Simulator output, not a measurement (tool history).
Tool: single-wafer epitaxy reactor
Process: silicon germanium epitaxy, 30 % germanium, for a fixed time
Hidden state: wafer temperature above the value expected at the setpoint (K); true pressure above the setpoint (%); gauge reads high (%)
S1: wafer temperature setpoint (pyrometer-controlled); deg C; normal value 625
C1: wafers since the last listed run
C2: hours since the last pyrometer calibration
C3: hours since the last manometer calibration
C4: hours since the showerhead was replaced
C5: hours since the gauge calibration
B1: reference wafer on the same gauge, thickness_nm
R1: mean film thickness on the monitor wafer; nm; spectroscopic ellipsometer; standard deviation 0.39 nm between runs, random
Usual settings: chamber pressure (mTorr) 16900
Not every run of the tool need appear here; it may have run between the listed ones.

run 1 hour=0 | S1=625 chamber_pressure_(mTorr)=16900 | C1=0 C2=966 C3=1454.2 C4=3647.4 C5=1885.6 | B1=94.358 | R1=81.188
run 2 hour=98.3 | S1=620 chamber_pressure_(mTorr)=19300 | C1=1250 C2=1064.3 C3=1552.5 C4=3745.7 C5=1983.9 | B1=94.529 | R1=79.092
run 3 hour=184.1 | S1=625 chamber_pressure_(mTorr)=16900 | C1=1091 C2=1150.1 C3=1638.3 C4=3831.5 C5=2069.7 | B1=94.597 | R1=80.815
run 4 hour=273.5 | S1=625 chamber_pressure_(mTorr)=16900 | C1=1137 C2=1239.5 C3=1727.7 C4=3920.9 C5=2159.1 | B1=94.41 | R1=82.192
run 5 hour=520 | S1=625 chamber_pressure_(mTorr)=16900 | C1=3136 C2=1486 C3=1974.2 C4=4167.4 C5=2405.6 | B1=94.601 | R1=80.765
-- hour=564 pyrometer calibrated
run 6 hour=584.8 | S1=625 chamber_pressure_(mTorr)=16900 | C1=722 C2=20.8 C3=2039 C4=4232.2 C5=2470.4 | B1=94.483 | R1=85.327
run 7 hour=650.2 | S1=625 chamber_pressure_(mTorr)=14600 | C1=832 C2=86.2 C3=2104.4 C4=4297.6 C5=2535.8 | B1=94.4 | R1=81.321
-- hour=698.6 capacitance manometer re-zeroed and calibrated
run 8 hour=730.7 | S1=625 chamber_pressure_(mTorr)=14600 | C1=922 C2=166.7 C3=32.1 C4=4378.1 C5=2616.3 | B1=94.521 | R1=78.814
run 9 hour=791.6 | S1=625 chamber_pressure_(mTorr)=16900 | C1=774 C2=227.6 C3=93 C4=4439 C5=2677.2 | B1=94.488 | R1=82.362
run 10 hour=892.9 | S1=625 chamber_pressure_(mTorr)=16900 | C1=1289 C2=328.9 C3=194.3 C4=4540.3 C5=2778.5 | B1=94.586 | R1=81.776
run 11 hour=958.7 | S1=625 chamber_pressure_(mTorr)=16900 | C1=837 C2=394.7 C3=260.1 C4=4606.1 C5=2844.3 | B1=94.676 | R1=81.607
run 12 hour=1007.7 | S1=616 chamber_pressure_(mTorr)=20600 | C1=623 C2=443.7 C3=309.1 C4=4655.1 C5=2893.3 | B1=94.339 | R1=75.694
run 13 hour=1070.6 | S1=625 chamber_pressure_(mTorr)=16900 | C1=800 C2=506.6 C3=372 C4=4718 C5=2956.2 | B1=94.486 | R1=81.693
run 14 hour=1173 | S1=631 chamber_pressure_(mTorr)=12800 | C1=1303 C2=609 C3=474.4 C4=4820.4 C5=3058.6 | B1=94.531 | R1=81.082
run 15 hour=1236.3 | S1=631 chamber_pressure_(mTorr)=16900 | C1=805 C2=672.3 C3=537.7 C4=4883.7 C5=3121.9 | B1=94.461 | R1=88.906
-- hour=1376.1 showerhead replaced
run 16 hour=1545.2 | S1=625 chamber_pressure_(mTorr)=21100 | C1=3829 C2=981.2 C3=846.6 C4=169.1 C5=3430.8 | B1=94.6 | R1=86.707
run 17 hour=1583.6 | S1=625 chamber_pressure_(mTorr)=16900 | C1=488 C2=1019.6 C3=885 C4=207.5 C5=3469.2 | B1=94.344 | R1=81.281
run 18 hour=1639.6 | S1=633 chamber_pressure_(mTorr)=20800 | C1=712 C2=1075.6 C3=941 C4=263.5 C5=3525.2 | B1=94.411 | R1=97.722
-- hour=1690.2 gauge calibrated
run 19 hour=1713.1 | S1=630 chamber_pressure_(mTorr)=16900 | C1=935 C2=1149.1 C3=1014.5 C4=337 C5=22.9 | B1=94.544 | R1=87.209
run 20 hour=1782.4 | S1=617 chamber_pressure_(mTorr)=19500 | C1=881 C2=1218.4 C3=1083.8 C4=406.3 C5=92.2 | B1=94.477 | R1=74.409
run 21 hour=1843.6 | S1=616 chamber_pressure_(mTorr)=15000 | C1=778 C2=1279.6 C3=1145 C4=467.5 C5=153.4 | B1=94.482 | R1=67.818
run 22 hour=1951.1 | S1=625 chamber_pressure_(mTorr)=16900 | C1=1368 C2=1387.1 C3=1252.5 C4=575 C5=260.9 | B1=94.525 | R1=80.234
run 23 hour=2032.8 | S1=625 chamber_pressure_(mTorr)=13800 | C1=1039 C2=1468.8 C3=1334.2 C4=656.7 C5=342.6 | B1=94.55 | R1=75.646
run 24 hour=2091.7 | S1=625 chamber_pressure_(mTorr)=16900 | C1=749 C2=1527.7 C3=1393.1 C4=715.6 C5=401.5 | B1=94.461 | R1=80.246
run 25 hour=2166.8 | S1=616 chamber_pressure_(mTorr)=19300 | C1=955 C2=1602.8 C3=1468.2 C4=790.7 C5=476.6 | B1=94.612 | R1=73.199
-- hour=2360.8 pyrometer calibrated
run 26 hour=2364.3 | S1=616 chamber_pressure_(mTorr)=20400 | C1=2411 C2=3.5 C3=1665.7 C4=988.2 C5=674.1 | B1=94.541 | R1=78.098
run 27 hour=2427.7 | S1=634 chamber_pressure_(mTorr)=15300 | C1=806 C2=66.9 C3=1729.1 C4=1051.6 C5=737.5 | B1=94.425 | R1=93.215
run 28 hour=2477 | S1=625 chamber_pressure_(mTorr)=21000 | C1=627 C2=116.2 C3=1778.4 C4=1100.9 C5=786.8 | B1=94.471 | R1=89.474

Run 29 comes next. What will it give?
run 29 hour=2527.3 | S1=619 chamber_pressure_(mTorr)=13400 | C1=640 C2=166.5 C3=1828.7 C4=1151.2 C5=837.1 | B1=? | R1=?

B1: 94.499
R1: 70.734 nm
Minus the tool's unlogged condition, the same run would have read R1 70.453 nm.

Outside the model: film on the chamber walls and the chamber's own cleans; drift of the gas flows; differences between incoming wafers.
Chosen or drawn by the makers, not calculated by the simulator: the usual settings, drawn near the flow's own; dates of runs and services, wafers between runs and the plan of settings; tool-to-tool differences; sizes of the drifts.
